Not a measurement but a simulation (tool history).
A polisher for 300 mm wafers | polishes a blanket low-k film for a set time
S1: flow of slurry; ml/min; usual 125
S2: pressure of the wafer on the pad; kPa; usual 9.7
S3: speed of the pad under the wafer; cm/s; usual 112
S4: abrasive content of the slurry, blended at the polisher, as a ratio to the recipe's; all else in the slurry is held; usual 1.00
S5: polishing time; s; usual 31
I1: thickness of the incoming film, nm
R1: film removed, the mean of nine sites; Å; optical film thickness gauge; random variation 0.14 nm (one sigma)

run	hour	S1	S2	S3	S4	S5	I1	R1
1	0.0	125	9.7	112	1.00	31	482.5	92
# hour 7.8: slurry blender recalibrated
# hour 100.6: conditioning disc replaced and pad reconditioned
# hour 209.0: slurry nozzle cleaned
# hour 217.2: worn pad replaced by a new one
2	234.6	125	9.7	112	1.00	31	488.4	98
3	300.5	125	9.7	112	1.00	31	497.3	96
4	348.4	125	9.7	112	1.00	31	484.9	92
5	385.8	125	9.7	112	1.00	31	493.0	90
# hour 422.8: conditioning disc replaced and pad reconditioned
6	457.4	125	9.7	112	1.00	31	494.1	90
# hour 482.2: slurry nozzle cleaned
# hour 495.2: worn pad replaced by a new one
7	542.8	125	9.7	112	1.00	31	494.3	94
# hour 553.5: slurry blender recalibrated
8	579.9	125	9.7	112	1.00	31	489.4	92
# hour 623.8: head pressure recalibrated
9	684.4	125	9.7	112	1.00	31	489.5	86
# hour 720.7: conditioning disc replaced and pad reconditioned
10	723.4	125	9.7	112	1.10	31	498.6	91
# hour 785.6: slurry nozzle cleaned
# hour 810.4: worn pad replaced by a new one
11	813.2	125	9.7	112	1.15	31	488.5	100
12	852.3	155	6.2	112	0.90	36	487.6	72
13	945.5	125	9.7	112	1.00	31	484.0	90
# hour 998.9: conditioning disc replaced and pad reconditioned
14	1051.6	125	12.4	112	1.00	31	489.6	108
# hour 1056.7: slurry blender recalibrated
# hour 1095.8: slurry nozzle cleaned
15	1126.2	125	9.7	112	1.00	31	491.1	95
# hour 1160.2: worn pad replaced by a new one
16	1191.7	150	11.7	96	1.00	31	494.7	105
17	1272.5	125	6.9	112	1.00	31	487.4	64
# hour 1294.6: conditioning disc replaced and pad reconditioned
18	1323.5	125	9.7	78	1.00	24	489.2	51
# hour 1382.6: slurry nozzle cleaned
19	1394.6	150	9.7	112	1.20	31	480.9	112
# hour 1436.7: worn pad replaced by a new one
20	1481.2	125	6.2	134	1.00	31	494.9	71
# hour 1494.6: slurry blender recalibrated
21	1543.4	125	9.7	112	0.80	31	487.6	81

Forecast each of these 4 alternatives for the next run:
A	1543.8	125	9.7	112	1.00	31	492.7	?
B	1543.8	125	11.0	112	1.00	25	492.7	?
C	1543.8	125	9.7	112	1.10	27	492.7	?
D	1543.8	125	9.7	134	1.00	31	492.7	?

run	R1
A	92
B	84
C	84
D	105
Without the tool's hidden state the same runs would have given:
run	R1
A	98
B	90
C	89
D	112
